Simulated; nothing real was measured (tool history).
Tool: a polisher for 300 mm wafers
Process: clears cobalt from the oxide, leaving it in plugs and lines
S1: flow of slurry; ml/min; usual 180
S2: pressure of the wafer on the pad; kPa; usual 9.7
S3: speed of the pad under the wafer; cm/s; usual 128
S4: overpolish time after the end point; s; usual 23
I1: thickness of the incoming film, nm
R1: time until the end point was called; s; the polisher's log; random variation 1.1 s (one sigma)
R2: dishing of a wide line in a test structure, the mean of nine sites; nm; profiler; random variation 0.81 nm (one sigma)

Run 1, hour 0: usual settings but S4 31 s; I1 366.5. Result: R1 92.5 s, R2 65.1 nm.
Run 2, hour 26.5: usual settings but S4 31 s; I1 361.5. Result: R1 93 s, R2 64.8 nm.
Run 3, hour 39.7: usual settings but S4 31 s; I1 362.5. Result: R1 92.8 s, R2 66.8 nm.
Run 4, hour 52.4: usual settings but S3 98 cm/s; I1 360.4. Result: R1 118.9 s, R2 48.9 nm.
Run 5, hour 77.9: usual settings but S3 98 cm/s; I1 358.2. Result: R1 119.2 s, R2 48.3 nm.
At hour 86.3: worn pad replaced by a new one.
Run 6, hour 90.2: usual settings but S1 230 ml/min; I1 360.8. Result: R1 88.7 s, R2 55.9 nm.
Run 7, hour 150.4: usual settings but S1 230 ml/min; I1 357.9. Result: R1 86.8 s, R2 56.8 nm.
At hour 179.5: head pressure recalibrated.
Run 8, hour 185: usual settings; I1 359.5. Result: R1 89.8 s, R2 55.3 nm.
At hour 190.8: worn pad replaced by a new one.
Run 9, hour 213.4: usual settings; I1 362.1. Result: R1 92.8 s, R2 55 nm.
Run 10, hour 241.5: usual settings; I1 363. Result: R1 94.3 s, R2 54.7 nm.
Run 11, hour 255.9: usual settings; I1 357.2. Result: R1 92.4 s, R2 54.2 nm.
Run 12, hour 271: usual settings; I1 360.5. Result: R1 93.8 s, R2 56 nm.
Run 13, hour 284.1: usual settings but S1 220 ml/min; I1 353.9. Result: R1 88.4 s, R2 56.6 nm.
At hour 289: worn pad replaced by a new one.
Run 14, hour 311: usual settings but S2 13.1 kPa, S4 35 s; I1 362.2. Result: R1 69.9 s, R2 72.3 nm.
Run 15, hour 331: usual settings; I1 361.8. Result: R1 94.2 s, R2 56 nm.
Run 16, hour 364.6: usual settings but S1 240 ml/min, S2 7.6 kPa, S3 90 cm/s, S4 34 s; I1 357.9. Result: R1 157.6 s, R2 51 nm.
Run 17, hour 396.3: usual settings; I1 358.3. Result: R1 94.7 s, R2 54.6 nm.
At hour 407.7: slurry nozzle cleaned.
At hour 413: worn pad replaced by a new one.
Run 18, hour 413.5: usual settings but S2 12.4 kPa, S4 10 s; I1 362.4. Result: R1 69.6 s, R2 40.6 nm.
Run 19, hour 430.8: usual settings but S1 160 ml/min, S2 12.4 kPa, S3 88 cm/s, S4 18 s; I1 357.5. Result: R1 100 s, R2 46.9 nm.
Run 20, hour 445: usual settings but S1 245 ml/min; I1 359.2. Result: R1 85.4 s, R2 57.5 nm.
Run 21, hour 460.2: usual settings but S1 160 ml/min, S4 14 s; I1 357.9. Result: R1 86.8 s, R2 41.8 nm.
Run 22, hour 475.4: usual settings but S1 130 ml/min, S2 11 kPa, S3 110 cm/s; I1 358.1. Result: R1 93.7 s, R2 56.8 nm.
Run 23, hour 496: usual settings; I1 360.4. Result: R1 88.8 s, R2 58.1 nm.
Run 24, hour 510.8: usual settings but S3 92 cm/s, S4 37 s; I1 363.7. Result: R1 123.7 s, R2 59.1 nm.
Run 25, hour 530.7: usual settings but S2 11 kPa, S4 33 s; I1 360.4. Result: R1 79.4 s, R2 70.5 nm.
At hour 540.1: worn pad replaced by a new one.
Run 26, hour 555.6: usual settings but S1 220 ml/min, S3 108 cm/s, S4 17 s; I1 364.6. Result: R1 103.1 s, R2 44 nm.

Forecast each of these 3 alternatives for the next run:
Run A, hour 556.1: usual settings but S2 11 kPa; I1 364.6. Result: R1 ?, R2 ?.
Run B, hour 556.1: usual settings but S1 130 ml/min, S4 16 s; I1 364.6. Result: R1 ?, R2 ?.
Run C, hour 556.1: usual settings but S3 88 cm/s, S4 15 s; I1 364.6. Result: R1 ?, R2 ?.

run    R1    R2
  A  79.4  59.8
  B  95.9  43.9
  C   132  33.5
Without the tool's hidden state the same runs would have given:
run     R1    R2
  A   78.3  60.2
  B   94.2  44.4
  C  130.2  33.8
